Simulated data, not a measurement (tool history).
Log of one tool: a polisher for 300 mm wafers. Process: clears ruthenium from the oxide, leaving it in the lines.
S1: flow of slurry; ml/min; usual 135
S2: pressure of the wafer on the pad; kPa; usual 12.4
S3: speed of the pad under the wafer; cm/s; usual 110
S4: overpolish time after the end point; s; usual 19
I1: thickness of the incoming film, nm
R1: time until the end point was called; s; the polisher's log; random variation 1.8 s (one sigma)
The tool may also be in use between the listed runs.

Run 1, hour 0: usual settings; I1 125.9. Result: R1 146 s.
Run 2, hour 23.8: usual settings; I1 123.4. Result: R1 145.4 s.
Run 3, hour 36.6: usual settings; I1 124.5. Result: R1 146.5 s.
Run 4, hour 66.4: usual settings but S2 13.1 kPa; I1 124.6. Result: R1 146.9 s.
Run 5, hour 95.2: usual settings but S1 125 ml/min; I1 125.1. Result: R1 159.3 s.
Run 6, hour 122.4: usual settings but S1 125 ml/min; I1 125.4. Result: R1 158.9 s.
At hour 127.5: worn pad replaced by a new one.
Run 7, hour 148.5: usual settings but S1 125 ml/min; I1 124. Result: R1 149 s.
Run 8, hour 170.9: usual settings but S4 11 s; I1 123.6. Result: R1 152.3 s.
Run 9, hour 195.1: usual settings but S4 28 s; I1 124.6. Result: R1 150.7 s.
At hour 209.5: head pressure recalibrated.
Run 10, hour 210: usual settings; I1 125.6. Result: R1 161.1 s.
Run 11, hour 232.8: usual settings but S1 145 ml/min, S4 28 s; I1 123.3. Result: R1 157.3 s.
At hour 251.5: slurry nozzle cleaned.
Run 12, hour 257: usual settings but S1 175 ml/min, S2 16.5 kPa; I1 127.4. Result: R1 102.4 s.
Run 13, hour 284.1: usual settings but S1 165 ml/min, S2 9.7 kPa, S3 82 cm/s, S4 10 s; I1 124.2. Result: R1 240.6 s.
Run 14, hour 306.1: usual settings but S1 170 ml/min, S2 9.7 kPa; I1 126.7. Result: R1 185.8 s.
At hour 313.4: worn pad replaced by a new one.
Run 15, hour 327.9: usual settings but S3 128 cm/s, S4 28 s; I1 122.2. Result: R1 112 s.
Run 16, hour 351.9: usual settings but S3 78 cm/s, S4 9 s; I1 126. Result: R1 195.2 s.
Run 17, hour 381.8: usual settings but S1 155 ml/min, S2 14.5 kPa, S4 25 s; I1 125. Result: R1 114.7 s.
Run 18, hour 416.1: usual settings but S1 90 ml/min, S2 14.5 kPa, S3 122 cm/s, S4 23 s; I1 125.6. Result: R1 123 s.
Run 19, hour 437.7: usual settings; I1 125.8. Result: R1 145.9 s.

Forecast each of these 4 alternatives for the next run:
Run A, hour 438.2: usual settings; I1 126.2. Result: R1 ?.
Run B, hour 438.2: usual settings but S3 72 cm/s; I1 126.2. Result: R1 ?.
Run C, hour 438.2: usual settings but S1 160 ml/min, S3 124 cm/s, S4 30 s; I1 126.2. Result: R1 ?.
Run D, hour 438.2: usual settings but S1 150 ml/min, S3 144 cm/s; I1 126.2. Result: R1 ?.

run     R1
  A  145.5
  B  222.3
  C  124.3
  D  108.5
Without the tool's hidden state the same runs would have given:
run     R1
  A  126.5
  B  193.3
  C  108.7
  D   94.7
